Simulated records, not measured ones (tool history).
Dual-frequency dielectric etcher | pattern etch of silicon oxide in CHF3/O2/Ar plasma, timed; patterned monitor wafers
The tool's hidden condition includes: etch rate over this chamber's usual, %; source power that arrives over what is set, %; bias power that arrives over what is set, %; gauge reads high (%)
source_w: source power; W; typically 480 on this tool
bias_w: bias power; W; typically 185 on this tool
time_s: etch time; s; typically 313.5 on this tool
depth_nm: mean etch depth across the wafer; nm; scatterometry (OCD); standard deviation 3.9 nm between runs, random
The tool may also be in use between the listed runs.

run,day,source_w,bias_w,time_s,wafers since the last listed run,hours since the last wet clean,hours since the last source power generator calibration,hours since the last bias power generator calibration,hours since the last upper electrode change,hours since the gauge calibration,"read-back reference wafer on the same gauge, depth_nm",depth_nm
1,0.000,480,149,270.5,0,363.0,1016.3,4972.4,5857.2,88.7,568.1,426.6
2,0.721,480,152,313.5,104,380.3,1033.6,4989.7,5874.5,106.0,569.7,493.8
3,1.300,480,152,313.5,84,394.2,1047.5,5003.6,5888.4,119.9,569.6,495.4
4,2.175,480,160,313.5,127,415.2,1068.5,5024.6,5909.4,140.9,569.3,508.7
5,3.129,480,160,313.5,138,438.1,1091.4,5047.5,5932.3,163.8,571.5,507.1
6,4.612,480,185,313.5,215,473.7,1127.0,5083.1,5967.9,199.4,570.2,546.1
# day 5.325: bias power generator calibrated
7,5.346,480,185,313.5,82,491.3,1144.6,0.5,5985.5,217.0,568.2,544.8
# day 7.508: upper electrode replaced
8,7.529,480,185,313.5,171,543.7,1197.0,52.9,0.5,269.4,570.1,550.6
9,7.546,480,185,313.5,2,544.1,1197.4,53.3,0.9,269.8,569.8,545.1
10,7.754,480,185,313.5,30,549.1,1202.4,58.3,5.9,274.8,570.0,547.8
# day 10.050: wet clean of the chamber
11,10.071,480,185,313.5,191,0.5,1258.0,113.9,61.5,330.4,570.4,579.8
12,10.546,560,185,313.5,68,11.9,1269.4,125.3,72.9,341.8,570.6,607.0
13,11.667,480,185,313.5,162,38.8,1296.3,152.2,99.8,368.7,571.2,571.4
14,12.225,480,160,313.5,81,52.2,1309.7,165.6,113.2,382.1,568.6,530.8
15,12.983,540,171,391.5,110,70.4,1327.9,183.8,131.4,400.3,571.2,710.6
16,14.288,480,185,274.0,189,101.7,1359.2,215.1,162.7,431.6,569.6,501.3
17,15.696,480,185,313.5,204,135.5,1393.0,248.9,196.5,465.4,567.5,573.3
# day 16.325: gauge calibrated
18,16.642,480,217,280.0,137,158.2,1415.7,271.6,219.2,7.6,569.8,558.8
19,17.404,580,200,246.0,110,176.5,1434.0,289.9,237.5,25.9,571.0,500.1
20,18.138,480,185,313.5,106,194.1,1451.6,307.5,255.1,43.5,570.0,569.0
# day 18.700: source power generator calibrated
21,18.912,370,185,313.5,88,212.7,5.1,326.1,273.7,62.1,569.9,512.5
22,19.883,370,139,313.5,141,236.0,28.4,349.4,297.0,85.4,570.5,436.9
23,21.083,480,185,313.5,174,264.8,57.2,378.2,325.8,114.2,568.2,565.1
24,21.817,480,185,269.0,106,282.4,74.8,395.8,343.4,131.8,567.7,482.1
25,22.825,410,185,313.5,146,306.6,99.0,420.0,367.6,156.0,570.8,524.0
26,24.233,480,185,313.5,204,340.4,132.8,453.8,401.4,189.8,569.7,556.9
27,25.521,410,185,221.0,187,371.3,163.7,484.7,432.3,220.7,571.7,368.7
28,26.221,480,159,313.5,101,388.1,180.5,501.5,449.1,237.5,570.0,507.2
29,27.158,420,169,285.0,136,410.6,203.0,524.0,471.6,260.0,569.4,462.4
30,28.592,480,185,313.5,208,445.0,237.4,558.4,506.0,294.4,570.8,558.5

Each row is a separate what-if for the run after 30, all from the same tool condition, not one after another. Results?
A,28.612,480,185,313.5,3,445.5,237.9,558.9,506.5,294.9,?,?
B,28.612,480,185,288.5,3,445.5,237.9,558.9,506.5,294.9,?,?
C,28.612,390,228,391.0,3,445.5,237.9,558.9,506.5,294.9,?,?
D,28.612,560,147,267.5,3,445.5,237.9,558.9,506.5,294.9,?,?

run,"read-back reference wafer on the same gauge, depth_nm",depth_nm
A,570.7,556.0
B,570.7,511.7
C,570.7,718.0
D,570.7,442.1
Without the tool's unlogged condition, the same runs would have read:
run,depth_nm
A,576.5
B,530.5
C,744.4
D,458.4

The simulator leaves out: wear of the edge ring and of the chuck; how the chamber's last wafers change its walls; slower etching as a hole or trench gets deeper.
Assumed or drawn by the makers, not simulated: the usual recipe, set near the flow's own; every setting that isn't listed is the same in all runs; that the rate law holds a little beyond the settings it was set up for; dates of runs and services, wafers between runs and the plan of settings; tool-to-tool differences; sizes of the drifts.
